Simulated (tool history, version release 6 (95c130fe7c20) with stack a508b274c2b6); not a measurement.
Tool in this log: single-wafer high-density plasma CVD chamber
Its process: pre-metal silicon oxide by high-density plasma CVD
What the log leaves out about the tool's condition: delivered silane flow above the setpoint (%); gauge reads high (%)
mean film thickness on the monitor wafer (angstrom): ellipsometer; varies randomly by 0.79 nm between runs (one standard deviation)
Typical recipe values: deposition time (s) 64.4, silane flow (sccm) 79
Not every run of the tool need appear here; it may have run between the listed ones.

run   hour  deposition time (s)  silane flow (sccm)  wafers since the last listed run  hours since the silane flow controller was replaced  hours since the gauge calibration  read-back reference wafer on the same gauge, thickness_nm  mean film thickness on the monitor wafer (angstrom)
  1      0                 64.4                  88                                 0                                               2073.1                              157.6                                                    502.961                                              6073.89
  2    7.1                 64.4                  88                                87                                               2080.2                              164.7                                                    503.158                                              6070.53
  3   18.5                 64.4                  88                               140                                               2091.6                              176.1                                                     503.05                                              6064.97
  4   27.8                 64.4                  79                               114                                               2100.9                              185.4                                                    502.731                                                 5451
  5   42.3                 64.4                  79                               178                                               2115.4                              199.9                                                    503.123                                              5452.93
  6   53.8                 64.4                  79                               141                                               2126.9                              211.4                                                     503.16                                              5453.45
  7   68.5                 64.4                  79                               180                                               2141.6                              226.1                                                    503.149                                              5471.32
  8     77                 64.4                  79                               104                                               2150.1                              234.6                                                     503.08                                              5459.47
  9   84.2                 64.4                  83                                88                                               2157.3                              241.8                                                    503.063                                              5747.14
 10   97.6                 64.4                  83                               164                                               2170.7                              255.2                                                    502.879                                              5747.29
 11  110.2                 54.3                  93                               154                                               2183.3                              267.8                                                    502.881                                              5418.08
     122.7  -- gauge calibrated
 12  126.2                   53                  74                               196                                               2199.3                                3.5                                                    502.937                                              4223.07
 13  132.5                 55.1                  89                                77                                               2205.6                                9.8                                                    503.114                                              5281.68
 14  148.8                 75.5                  89                               200                                               2221.9                               26.1                                                     503.03                                              7221.21
     158.2  -- silane flow controller replaced
 15  165.1                 64.4                  79                               102                                                  6.9                               42.4                                                    502.846                                              5315.52
 16  175.7                 64.4                  79                               130                                                 17.5                                 53                                                    503.319                                              5325.04
 17    189                 64.4                  79                               163                                                 30.8                               66.3                                                     503.26                                              5317.76
 18  205.8                 58.1                  71                               206                                                 47.6                               83.1                                                    502.778                                              4313.82
 19  241.1                 61.2                  79                               434                                                 82.9                              118.4                                                    502.952                                               5049.2
 20  258.9                 53.2                  79                               218                                                100.7                              136.2                                                    503.267                                              4393.37

Alternative continuations, all from the tool just after run 20; predict every row:
  A  259.3                 64.4                  86                                 4                                                101.1                              136.6                                                          ?                                                    ?
  B  259.3                 58.1                  92                                 4                                                101.1                              136.6                                                          ?                                                    ?
  C  259.3                 77.2                  75                                 4                                                101.1                              136.6                                                          ?                                                    ?

run  read-back reference wafer on the same gauge, thickness_nm  mean film thickness on the monitor wafer (angstrom)
  A                                                    503.016                                              5787.87
  B                                                    503.016                                              5585.97
  C                                                    503.016                                              6050.81
Without the tool's unlogged condition, the same runs would have read:
run  mean film thickness on the monitor wafer (angstrom)
  A                                              5730.62
  B                                              5530.72
  C                                              5990.95
